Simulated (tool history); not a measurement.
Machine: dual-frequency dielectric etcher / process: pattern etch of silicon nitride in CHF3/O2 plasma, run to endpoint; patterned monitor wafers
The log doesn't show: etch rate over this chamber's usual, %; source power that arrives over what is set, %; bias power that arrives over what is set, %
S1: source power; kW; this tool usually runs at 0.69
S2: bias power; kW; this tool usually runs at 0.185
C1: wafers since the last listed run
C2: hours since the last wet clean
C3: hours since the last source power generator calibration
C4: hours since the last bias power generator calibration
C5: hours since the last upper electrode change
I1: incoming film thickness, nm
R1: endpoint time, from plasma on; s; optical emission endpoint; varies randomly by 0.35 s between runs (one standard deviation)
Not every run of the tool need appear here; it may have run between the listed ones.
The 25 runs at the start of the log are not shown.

run 26 hour=2158.9 | S1=0.55 S2=0.149 | C1=637 C2=42.7 C3=1786.9 C4=812.6 C5=1958.5 | I1=93 | R1=66.7
run 27 hour=2251.8 | S1=0.58 S2=0.167 | C1=1404 C2=135.6 C3=1879.8 C4=905.5 C5=2051.4 | I1=90.7 | R1=62.2
run 28 hour=2346.6 | S1=0.53 S2=0.169 | C1=1432 C2=230.4 C3=1974.6 C4=1000.3 C5=2146.2 | I1=91.5 | R1=65
run 29 hour=2425 | S1=0.84 S2=0.221 | C1=1184 C2=308.8 C3=2053 C4=1078.7 C5=2224.6 | I1=92.8 | R1=52
run 30 hour=2498.1 | S1=0.69 S2=0.185 | C1=1104 C2=381.9 C3=2126.1 C4=1151.8 C5=2297.7 | I1=91.4 | R1=57.4
-- hour=2576.3 source power generator calibrated
run 31 hour=2603.8 | S1=0.58 S2=0.154 | C1=1537 C2=487.6 C3=27.5 C4=1257.5 C5=2403.4 | I1=90.9 | R1=62.7
run 32 hour=2700 | S1=0.69 S2=0.185 | C1=1453 C2=583.8 C3=123.7 C4=1353.7 C5=2499.6 | I1=91.5 | R1=57.5
run 33 hour=2790.2 | S1=0.69 S2=0.152 | C1=1363 C2=674 C3=213.9 C4=1443.9 C5=2589.8 | I1=92.1 | R1=61.1
-- hour=2863.2 wet clean of the chamber
run 34 hour=2896.2 | S1=0.84 S2=0.147 | C1=1239 C2=33 C3=319.9 C4=1549.9 C5=2695.8 | I1=91.8 | R1=56.7
run 35 hour=2961.3 | S1=0.69 S2=0.185 | C1=983 C2=98.1 C3=385 C4=1615 C5=2760.9 | I1=90.9 | R1=56.8
run 36 hour=3015.7 | S1=0.83 S2=0.185 | C1=822 C2=152.5 C3=439.4 C4=1669.4 C5=2815.3 | I1=91 | R1=53.3

What if the next run were any one of these 3? Each begins from the tool's condition after run 36:
run A hour=3016.1 | S1=0.59 S2=0.185 | C1=6 C2=152.9 C3=439.8 C4=1669.8 C5=2815.7 | I1=92 | R1=?
run B hour=3016.1 | S1=0.6 S2=0.168 | C1=6 C2=152.9 C3=439.8 C4=1669.8 C5=2815.7 | I1=92 | R1=?
run C hour=3016.1 | S1=0.75 S2=0.203 | C1=6 C2=152.9 C3=439.8 C4=1669.8 C5=2815.7 | I1=92 | R1=?

run=A R1=60.6
run=B R1=61.7
run=C R1=54.2
With the hidden condition removed and each run's random variation left untouched, the same runs would have given:
run=A R1=60.6
run=B R1=61.7
run=C R1=54.2
